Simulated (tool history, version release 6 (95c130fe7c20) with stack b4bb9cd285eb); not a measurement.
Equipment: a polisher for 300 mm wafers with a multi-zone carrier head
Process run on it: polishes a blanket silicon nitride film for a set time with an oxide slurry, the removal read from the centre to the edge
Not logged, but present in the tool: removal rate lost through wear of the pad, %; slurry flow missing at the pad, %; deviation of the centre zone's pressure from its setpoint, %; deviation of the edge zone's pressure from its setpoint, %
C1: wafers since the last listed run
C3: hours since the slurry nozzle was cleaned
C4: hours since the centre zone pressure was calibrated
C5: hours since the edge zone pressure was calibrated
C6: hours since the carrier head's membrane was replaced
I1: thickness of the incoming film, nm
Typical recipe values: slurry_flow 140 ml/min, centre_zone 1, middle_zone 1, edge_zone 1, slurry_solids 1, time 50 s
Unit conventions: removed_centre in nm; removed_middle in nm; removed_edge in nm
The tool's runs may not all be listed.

run 1 hour=0 | slurry_flow=140 centre_zone=1 middle_zone=1 edge_zone=1 slurry_solids=1 time=50 | C1=0 wafers_polished_on_this_pad=3081 C3=695 C4=704.1 C5=758.9 C6=1100.5 | I1=332.2 | removed_centre=24.3 removed_middle=23.6 removed_edge=24.2
-- hour=7.6 carrier head's membrane replaced by a new one
-- hour=81 slurry nozzle cleaned
run 2 hour=104.9 | slurry_flow=140 centre_zone=0.92 middle_zone=1 edge_zone=1 slurry_solids=1 time=50 | C1=1206 wafers_polished_on_this_pad=4288 C3=23.9 C4=809 C5=863.8 C6=97.3 | I1=331.9 | removed_centre=21.4 removed_middle=23.1 removed_edge=23.5
-- hour=184.6 worn pad replaced by a new one
-- hour=188.2 centre zone pressure recalibrated
run 3 hour=191.1 | slurry_flow=140 centre_zone=0.92 middle_zone=1 edge_zone=1 slurry_solids=1 time=50 | C1=978 wafers_polished_on_this_pad=55 C3=110.1 C4=2.9 C5=950 C6=183.5 | I1=330.4 | removed_centre=22.9 removed_middle=24.9 removed_edge=25.1
run 4 hour=246.8 | slurry_flow=140 centre_zone=0.92 middle_zone=1 edge_zone=1 slurry_solids=1 time=50 | C1=679 wafers_polished_on_this_pad=734 C3=165.8 C4=58.6 C5=1005.7 C6=239.2 | I1=332.3 | removed_centre=22.6 removed_middle=24.6 removed_edge=24.3
-- hour=338.7 edge zone pressure recalibrated
run 5 hour=345.5 | slurry_flow=110 centre_zone=1 middle_zone=1 edge_zone=1 slurry_solids=1 time=50 | C1=1179 wafers_polished_on_this_pad=1914 C3=264.5 C4=157.3 C5=6.8 C6=337.9 | I1=329.3 | removed_centre=22.6 removed_middle=22.4 removed_edge=23.6
run 6 hour=412.1 | slurry_flow=120 centre_zone=1 middle_zone=0.95 edge_zone=0.92 slurry_solids=1 time=50 | C1=812 wafers_polished_on_this_pad=2726 C3=331.1 C4=223.9 C5=73.4 C6=404.5 | I1=324.3 | removed_centre=22.8 removed_middle=21.3 removed_edge=22.6
run 7 hour=473.2 | slurry_flow=170 centre_zone=1 middle_zone=1.03 edge_zone=1.09 slurry_solids=1 time=50 | C1=745 wafers_polished_on_this_pad=3472 C3=392.2 C4=285 C5=134.5 C6=465.6 | I1=330.2 | removed_centre=24.8 removed_middle=25 removed_edge=25.5
run 8 hour=568.5 | slurry_flow=140 centre_zone=1 middle_zone=1 edge_zone=1 slurry_solids=1 time=61 | C1=1162 wafers_polished_on_this_pad=4634 C3=487.5 C4=380.3 C5=229.8 C6=560.9 | I1=334.8 | removed_centre=28.5 removed_middle=27.6 removed_edge=27.9
run 9 hour=613.4 | slurry_flow=140 centre_zone=1 middle_zone=1 edge_zone=1 slurry_solids=1 time=50 | C1=547 wafers_polished_on_this_pad=5182 C3=532.4 C4=425.2 C5=274.7 C6=605.8 | I1=328.9 | removed_centre=23.1 removed_middle=22.5 removed_edge=22.8
-- hour=642.9 worn pad replaced by a new one
run 10 hour=683.7 | slurry_flow=115 centre_zone=1 middle_zone=1.1 edge_zone=1.04 slurry_solids=1 time=50 | C1=808 wafers_polished_on_this_pad=497 C3=602.7 C4=495.5 C5=345 C6=676.1 | I1=327.6 | removed_centre=24.3 removed_middle=25.6 removed_edge=24.7
run 11 hour=756.1 | slurry_flow=140 centre_zone=1 middle_zone=1 edge_zone=1 slurry_solids=1 time=50 | C1=883 wafers_polished_on_this_pad=1380 C3=675.1 C4=567.9 C5=417.4 C6=748.5 | I1=332.9 | removed_centre=25 removed_middle=24.3 removed_edge=24.4
run 12 hour=816.4 | slurry_flow=140 centre_zone=1.07 middle_zone=1 edge_zone=1 slurry_solids=1 time=50 | C1=735 wafers_polished_on_this_pad=2116 C3=735.4 C4=628.2 C5=477.7 C6=808.8 | I1=334.6 | removed_centre=26.7 removed_middle=23.9 removed_edge=24.4
-- hour=909.5 carrier head's membrane replaced by a new one
run 13 hour=910 | slurry_flow=115 centre_zone=1 middle_zone=0.91 edge_zone=0.92 slurry_solids=1 time=60 | C1=1080 wafers_polished_on_this_pad=3197 C3=829 C4=721.8 C5=571.3 C6=0.5 | I1=332.9 | removed_centre=27.2 removed_middle=25.1 removed_edge=26.7
-- hour=946.7 slurry nozzle cleaned
-- hour=1066.8 centre zone pressure recalibrated
run 14 hour=1067.3 | slurry_flow=140 centre_zone=1 middle_zone=1 edge_zone=1 slurry_solids=1 time=66 | C1=1882 wafers_polished_on_this_pad=5079 C3=120.6 C4=0.5 C5=728.6 C6=157.8 | I1=325.4 | removed_centre=30.4 removed_middle=30 removed_edge=30.4
-- hour=1150.1 worn pad replaced by a new one
run 15 hour=1171 | slurry_flow=140 centre_zone=1 middle_zone=1 edge_zone=1 slurry_solids=1 time=50 | C1=1216 wafers_polished_on_this_pad=255 C3=224.3 C4=104.2 C5=832.3 C6=261.5 | I1=333.7 | removed_centre=25.4 removed_middle=24.7 removed_edge=25.3
-- hour=1246.5 edge zone pressure recalibrated
run 16 hour=1257.4 | slurry_flow=175 centre_zone=1 middle_zone=1 edge_zone=1 slurry_solids=1 time=50 | C1=1029 wafers_polished_on_this_pad=1284 C3=310.7 C4=190.6 C5=10.9 C6=347.9 | I1=331.4 | removed_centre=26.7 removed_middle=25 removed_edge=25.2
run 17 hour=1302.6 | slurry_flow=140 centre_zone=1 middle_zone=1.11 edge_zone=1 slurry_solids=1 time=50 | C1=551 wafers_polished_on_this_pad=1836 C3=355.9 C4=235.8 C5=56.1 C6=393.1 | I1=335.5 | removed_centre=24.7 removed_middle=25.8 removed_edge=24.4
run 18 hour=1354 | slurry_flow=140 centre_zone=1 middle_zone=1 edge_zone=1 slurry_solids=1 time=50 | C1=627 wafers_polished_on_this_pad=2463 C3=407.3 C4=287.2 C5=107.5 C6=444.5 | I1=328.8 | removed_centre=24.5 removed_middle=24.1 removed_edge=24.3
run 19 hour=1447.5 | slurry_flow=140 centre_zone=1.07 middle_zone=1 edge_zone=1.05 slurry_solids=1.2 time=50 | C1=1140 wafers_polished_on_this_pad=3603 C3=500.8 C4=380.7 C5=201 C6=538 | I1=329.6 | removed_centre=28.6 removed_middle=26.1 removed_edge=27.2
run 20 hour=1494.5 | slurry_flow=140 centre_zone=1 middle_zone=1 edge_zone=1 slurry_solids=1 time=50 | C1=573 wafers_polished_on_this_pad=4177 C3=547.8 C4=427.7 C5=248 C6=585 | I1=328.3 | removed_centre=24.4 removed_middle=23.1 removed_edge=23.3

Selected run-to-run steps in removed_centre, each split into two signed amounts: the part the tool would show with no hidden state at all (from settings, incoming material and random variation), and the remainder, which goes to the hidden state together with any gauge scatter not common to the measured and the hidden-state-free results:
Run 8 -> 9: time 61 -> 50. removed_centre -5.4 nm: hidden state +0.2, all else -5.6.
Run 9 -> 10: slurry_flow 140 -> 115, middle_zone 1 -> 1.1, edge_zone 1 -> 1.04, worn pad replaced by a new one. removed_centre +1.2 nm: hidden state +2.1, all else -0.9.
Run 14 -> 15: time 66 -> 50, worn pad replaced by a new one. removed_centre -5 nm: hidden state +2.7, all else -7.7.

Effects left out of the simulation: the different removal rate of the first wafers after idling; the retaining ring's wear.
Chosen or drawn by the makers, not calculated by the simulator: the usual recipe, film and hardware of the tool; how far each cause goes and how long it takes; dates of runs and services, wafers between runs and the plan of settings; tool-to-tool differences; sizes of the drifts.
